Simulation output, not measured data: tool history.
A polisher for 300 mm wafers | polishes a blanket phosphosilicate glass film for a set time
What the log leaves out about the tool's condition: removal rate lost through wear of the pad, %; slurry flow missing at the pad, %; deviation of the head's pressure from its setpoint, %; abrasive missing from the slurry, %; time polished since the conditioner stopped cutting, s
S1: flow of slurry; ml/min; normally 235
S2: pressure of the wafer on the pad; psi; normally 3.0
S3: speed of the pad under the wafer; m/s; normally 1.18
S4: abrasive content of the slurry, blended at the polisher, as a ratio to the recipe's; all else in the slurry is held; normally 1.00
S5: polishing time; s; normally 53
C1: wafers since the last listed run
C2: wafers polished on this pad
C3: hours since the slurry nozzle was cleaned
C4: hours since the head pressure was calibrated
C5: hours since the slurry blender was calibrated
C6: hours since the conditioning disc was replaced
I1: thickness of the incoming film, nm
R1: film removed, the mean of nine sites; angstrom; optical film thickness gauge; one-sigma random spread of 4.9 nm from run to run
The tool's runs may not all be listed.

{"run": 1, "hour": 0.0, "S1": 235, "S2": 3.0, "S3": 1.18, "S4": 1.0, "S5": 53, "C1": 0, "C2": 1545, "C3": 506.5, "C4": 957.0, "C5": 220.2, "C6": 119.5, "I1": 2667.6, "R1": 3893}
{"hour": 40.0, "done": "conditioning disc replaced and pad reconditioned"}
{"hour": 42.6, "done": "worn pad replaced by a new one"}
{"run": 2, "hour": 56.6, "S1": 235, "S2": 3.0, "S3": 1.18, "S4": 1.0, "S5": 53, "C1": 551, "C2": 148, "C3": 563.1, "C4": 1013.6, "C5": 276.8, "C6": 16.6, "I1": 2701.2, "R1": 4099}
{"hour": 92.2, "done": "slurry nozzle cleaned"}
{"hour": 112.8, "done": "slurry blender recalibrated"}
{"run": 3, "hour": 113.3, "S1": 280, "S2": 3.0, "S3": 1.3, "S4": 1.0, "S5": 53, "C1": 569, "C2": 718, "C3": 21.1, "C4": 1070.3, "C5": 0.5, "C6": 73.3, "I1": 2695.3, "R1": 4323}
{"run": 4, "hour": 140.4, "S1": 235, "S2": 3.0, "S3": 1.18, "S4": 1.25, "S5": 53, "C1": 287, "C2": 1006, "C3": 48.2, "C4": 1097.4, "C5": 27.6, "C6": 100.4, "I1": 2687.5, "R1": 4394}
{"run": 5, "hour": 167.8, "S1": 235, "S2": 3.0, "S3": 1.18, "S4": 0.8, "S5": 39, "C1": 290, "C2": 1296, "C3": 75.6, "C4": 1124.8, "C5": 55.0, "C6": 127.8, "I1": 2701.4, "R1": 2390}
{"hour": 210.6, "done": "conditioning disc replaced and pad reconditioned"}
{"hour": 224.2, "done": "worn pad replaced by a new one"}
{"run": 6, "hour": 233.5, "S1": 235, "S2": 3.0, "S3": 1.18, "S4": 0.8, "S5": 39, "C1": 633, "C2": 98, "C3": 141.3, "C4": 1190.5, "C5": 120.7, "C6": 22.9, "I1": 2692.9, "R1": 2568}
{"hour": 260.2, "done": "head pressure recalibrated"}
{"run": 7, "hour": 270.2, "S1": 235, "S2": 3.0, "S3": 1.18, "S4": 1.0, "S5": 39, "C1": 368, "C2": 466, "C3": 178.0, "C4": 10.0, "C5": 157.4, "C6": 59.6, "I1": 2642.1, "R1": 3160}
{"run": 8, "hour": 337.6, "S1": 235, "S2": 3.0, "S3": 1.18, "S4": 1.0, "S5": 39, "C1": 715, "C2": 1181, "C3": 245.4, "C4": 77.4, "C5": 224.8, "C6": 127.0, "I1": 2649.7, "R1": 3036}
{"hour": 390.0, "done": "worn pad replaced by a new one"}
{"hour": 404.9, "done": "conditioning disc replaced and pad reconditioned"}
{"run": 9, "hour": 407.3, "S1": 235, "S2": 3.0, "S3": 1.18, "S4": 1.0, "S5": 63, "C1": 675, "C2": 162, "C3": 315.1, "C4": 147.1, "C5": 294.5, "C6": 2.4, "I1": 2719.8, "R1": 5286}
{"run": 10, "hour": 457.0, "S1": 235, "S2": 3.0, "S3": 1.18, "S4": 1.0, "S5": 53, "C1": 527, "C2": 690, "C3": 364.8, "C4": 196.8, "C5": 344.2, "C6": 52.1, "I1": 2651.4, "R1": 4216}
{"hour": 462.9, "done": "slurry blender recalibrated"}
{"run": 11, "hour": 523.5, "S1": 285, "S2": 3.0, "S3": 1.52, "S4": 1.0, "S5": 59, "C1": 684, "C2": 1374, "C3": 431.3, "C4": 263.3, "C5": 60.6, "C6": 118.6, "I1": 2700.8, "R1": 5756}
{"hour": 560.6, "done": "worn pad replaced by a new one"}
{"run": 12, "hour": 565.1, "S1": 235, "S2": 3.0, "S3": 1.18, "S4": 1.0, "S5": 67, "C1": 398, "C2": 48, "C3": 472.9, "C4": 304.9, "C5": 102.2, "C6": 160.2, "I1": 2670.6, "R1": 5777}
{"hour": 577.3, "done": "conditioning disc replaced and pad reconditioned"}
{"hour": 589.1, "done": "slurry nozzle cleaned"}
{"run": 13, "hour": 619.2, "S1": 235, "S2": 3.0, "S3": 1.18, "S4": 1.0, "S5": 41, "C1": 542, "C2": 590, "C3": 30.1, "C4": 359.0, "C5": 156.3, "C6": 41.9, "I1": 2691.2, "R1": 3268}
{"run": 14, "hour": 658.3, "S1": 235, "S2": 3.0, "S3": 1.18, "S4": 1.0, "S5": 53, "C1": 414, "C2": 1005, "C3": 69.2, "C4": 398.1, "C5": 195.4, "C6": 81.0, "I1": 2709.5, "R1": 4182}
{"run": 15, "hour": 693.5, "S1": 235, "S2": 3.0, "S3": 1.18, "S4": 1.15, "S5": 53, "C1": 373, "C2": 1378, "C3": 104.4, "C4": 433.3, "C5": 230.6, "C6": 116.2, "I1": 2671.7, "R1": 4464}
{"hour": 730.5, "done": "worn pad replaced by a new one"}
{"hour": 755.5, "done": "conditioning disc replaced and pad reconditioned"}
{"run": 16, "hour": 765.0, "S1": 310, "S2": 2.5, "S3": 1.18, "S4": 1.0, "S5": 40, "C1": 694, "C2": 344, "C3": 175.9, "C4": 504.8, "C5": 302.1, "C6": 9.5, "I1": 2730.6, "R1": 2691}
{"run": 17, "hour": 807.6, "S1": 235, "S2": 3.8, "S3": 1.18, "S4": 1.0, "S5": 53, "C1": 451, "C2": 796, "C3": 218.5, "C4": 547.4, "C5": 344.7, "C6": 52.1, "I1": 2656.4, "R1": 5165}
{"hour": 812.9, "done": "slurry blender recalibrated"}
{"run": 18, "hour": 858.1, "S1": 290, "S2": 2.4, "S3": 1.18, "S4": 1.0, "S5": 38, "C1": 514, "C2": 1311, "C3": 269.0, "C4": 597.9, "C5": 45.2, "C6": 102.6, "I1": 2666.7, "R1": 2272}

Exercise: give the hidden state of the tool at every run:
slurry flow missing at the pad, %: 0 across all the runs
abrasive missing from the slurry, %: 0 across all the runs
time polished since the conditioner stopped cutting, s: 0 across all the runs
H1: removal rate lost through wear of the pad, %
H2: deviation of the head's pressure from its setpoint, %
run=1 H1=10.2 H2=-7.5
run=2 H1=2.76 H2=-7.94
run=3 H1=7.97 H2=-8.37
run=4 H1=9.13 H2=-8.58
run=5 H1=9.86 H2=-8.79
run=6 H1=2.69 H2=-9.29
run=7 H1=6.95 H2=-0.228
run=8 H1=10.2 H2=-0.744
run=9 H1=3.11 H2=-1.28
run=10 H1=7.65 H2=-1.66
run=11 H1=9.9 H2=-2.17
run=12 H1=1.1 H2=-2.49
run=13 H1=7.08 H2=-2.9
run=14 H1=8.96 H2=-3.2
run=15 H1=9.84 H2=-3.47
run=16 H1=6.32 H2=-4.02
run=17 H1=9.36 H2=-4.34
run=18 H1=11 H2=-4.73

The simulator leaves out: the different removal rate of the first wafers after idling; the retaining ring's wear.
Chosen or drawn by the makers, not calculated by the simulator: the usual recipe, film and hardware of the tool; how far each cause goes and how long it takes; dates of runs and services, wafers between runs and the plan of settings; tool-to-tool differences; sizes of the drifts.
